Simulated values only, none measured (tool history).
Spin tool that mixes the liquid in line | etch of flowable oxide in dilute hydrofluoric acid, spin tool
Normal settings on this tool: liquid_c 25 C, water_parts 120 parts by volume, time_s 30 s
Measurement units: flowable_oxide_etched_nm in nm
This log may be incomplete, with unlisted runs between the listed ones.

run	hour	liquid_c	water_parts	time_s	wafers since the last listed run	hours since the thermometer was replaced	hours since the hydrofluoric acid flow meter was replaced	hours since the gauge calibration	read-back film thickness of the flowable oxide reference wafer, read on the same gauge (nm)	flowable_oxide_etched_nm
1	0	25	120	30	0	1301.8	1810.9	501.7	58.71	15.28
2	58.6	21.5	120	30	958	1360.4	1869.5	560.3	58.65	13.5
3	102.1	21.5	120	30	711	1403.9	1913	603.8	58.53	13.13
4	126.9	21.5	120	30	405	1428.7	1937.8	628.6	58.48	13.16
5	153.4	25	120	40	433	1455.2	1964.3	655.1	58.44	20.45
6	185.6	25	120	40	526	1487.4	1996.5	687.3	58.34	20.35
7	219.3	25	120	30	551	1521.1	2030.2	721	58.25	15.29
8	271.1	25	120	30	847	1572.9	2082	772.8	58.16	15
9	296.4	25	95	30	413	1598.2	2107.3	798.1	58.1	19.92
10	350.5	25	120	30	885	1652.3	2161.4	852.2	57.93	15.12
11	379.7	27.5	120	15	477	1681.5	2190.6	881.4	57.81	8.27
12	408.8	27.5	120	15	476	1710.6	2219.7	910.5	57.71	8.2
13	472.9	25	120	30	1048	1774.7	2283.8	974.6	57.48	15.27
14	511	25	120	30	623	1812.8	2321.9	1012.7	57.35	15.03
15	580.2	25	120	30	1132	1882	2391.1	1081.9	57.06	14.93
16	619.5	25	120	30	642	1921.3	2430.4	1121.2	56.96	14.84
17	654.2	25	120	30	567	1956	2465.1	1155.9	56.79	14.76
# hour 701.2: hydrofluoric acid flow meter replaced
18	719	26.5	170	15	1043	2020.8	17.8	1220.7	56.52	5.18
19	787.6	25	145	30	1122	2089.4	86.4	1289.3	56.21	11.77
# hour 806.6: gauge calibrated
20	820.2	25	70	25	533	2122	119	13.6	59.96	23.86
# hour 858: thermometer replaced
21	891.7	25	95	50	1153	33.7	190.5	85.1	59.92	33.96
22	925.8	25	120	30	557	67.8	224.6	119.2	59.91	15.97
23	1131.3	25	85	30	3362	273.3	430.1	324.7	59.72	22.89
24	1167.1	25	120	30	585	309.1	465.9	360.5	59.7	15.64
25	1227.7	27.5	120	15	991	369.7	526.5	421.1	59.58	8.57
26	1265.3	25	120	30	615	407.3	564.1	458.7	59.56	15.58
27	1317.8	25	80	30	858	459.8	616.6	511.2	59.46	24.76
28	1341.8	26.5	120	30	392	483.8	640.6	535.2	59.42	16.6
29	1372	25	120	30	494	514	670.8	565.4	59.31	15.45
30	1413.2	29.5	140	40	674	555.2	712	606.6	59.28	20.35
31	1543.8	25	100	15	2136	685.8	842.6	737.2	58.98	9.51
32	1589.2	27.5	120	15	742	731.2	888	782.6	58.83	8.51
33	1615.8	25	120	15	435	757.8	914.6	809.2	58.75	7.68
34	1669.3	25	120	30	875	811.3	968.1	862.7	58.61	15.27
35	1737.9	25	165	30	1122	879.9	1036.7	931.3	58.35	10.45

Each row is a separate what-if for the run after 35, all from the same tool condition, not one after another. Results?
A	1738.3	25	120	50	6	880.3	1037.1	931.7	?	?
B	1738.3	25	85	40	6	880.3	1037.1	931.7	?	?
C	1738.3	25	120	20	6	880.3	1037.1	931.7	?	?

run	read-back film thickness of the flowable oxide reference wafer, read on the same gauge (nm)	flowable_oxide_etched_nm
A	58.37	25.22
B	58.37	29.76
C	58.37	10.09
What these runs would have given with no unlogged condition in the tool:
run	flowable_oxide_etched_nm
A	25.92
B	30.59
C	10.37

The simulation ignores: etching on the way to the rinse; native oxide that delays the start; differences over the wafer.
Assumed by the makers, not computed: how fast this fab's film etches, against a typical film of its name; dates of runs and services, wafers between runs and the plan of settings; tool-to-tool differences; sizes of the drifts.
